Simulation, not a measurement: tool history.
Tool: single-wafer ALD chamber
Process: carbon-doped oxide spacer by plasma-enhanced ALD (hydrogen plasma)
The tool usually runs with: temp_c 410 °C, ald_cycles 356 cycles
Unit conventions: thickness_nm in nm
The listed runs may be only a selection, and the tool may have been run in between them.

run	hour	temp_c	ald_cycles	wafers since the last listed run	hours since the last thermocouple change	hours since the gauge calibration	read-back reference wafer on the same gauge, thickness_nm	thickness_nm
1	0	410	356	0	2408.6	501.3	14.584	16.291
2	57.9	410	356	53	2466.5	559.2	14.579	16.223
3	118.7	410	356	56	2527.3	620	14.566	16.265
4	160.2	422	356	38	2568.8	661.5	14.564	15.577
5	245.8	410	356	79	2654.4	747.1	14.552	16.25
6	347	410	356	93	2755.6	848.3	14.547	16.179
7	385.4	410	356	35	2794	886.7	14.519	16.244
8	461.5	410	356	70	2870.1	962.8	14.542	16.179
# hour 493.6: gauge calibrated
9	503.4	410	356	38	2912	9.8	14.801	16.498
# hour 570.7: thermocouple changed; heater temperature recalibrated
10	587.3	400	356	70	16.6	93.7	14.722	16.949
11	671.8	424	334	78	101.1	178.2	14.652	14.601
12	744.2	417	294	67	173.5	250.6	14.627	13.145
13	833.5	405	380	82	262.8	339.9	14.564	17.642
14	916	406	426	76	345.3	422.4	14.551	19.736
15	966.2	410	356	46	395.5	472.6	14.548	16.142

For some of the steps in thickness_nm from one run to the next: how much would appear even if the tool had no hidden state, given the settings, what came in and random variation, and how much remains for the hidden state plus any gauge scatter that the measured result and the result without hidden state don't share?
The hidden state here: wafer temperature above the value expected at the setpoint (K); gauge reads high (%).
Run 8 -> 9: gauge calibrated. thickness_nm +0.319 nm: hidden state +0.285, all else +0.034.
Run 12 -> 13: temp_c 417 -> 405, ald_cycles 294 -> 380. thickness_nm +4.497 nm: hidden state -0.102, all else +4.599.

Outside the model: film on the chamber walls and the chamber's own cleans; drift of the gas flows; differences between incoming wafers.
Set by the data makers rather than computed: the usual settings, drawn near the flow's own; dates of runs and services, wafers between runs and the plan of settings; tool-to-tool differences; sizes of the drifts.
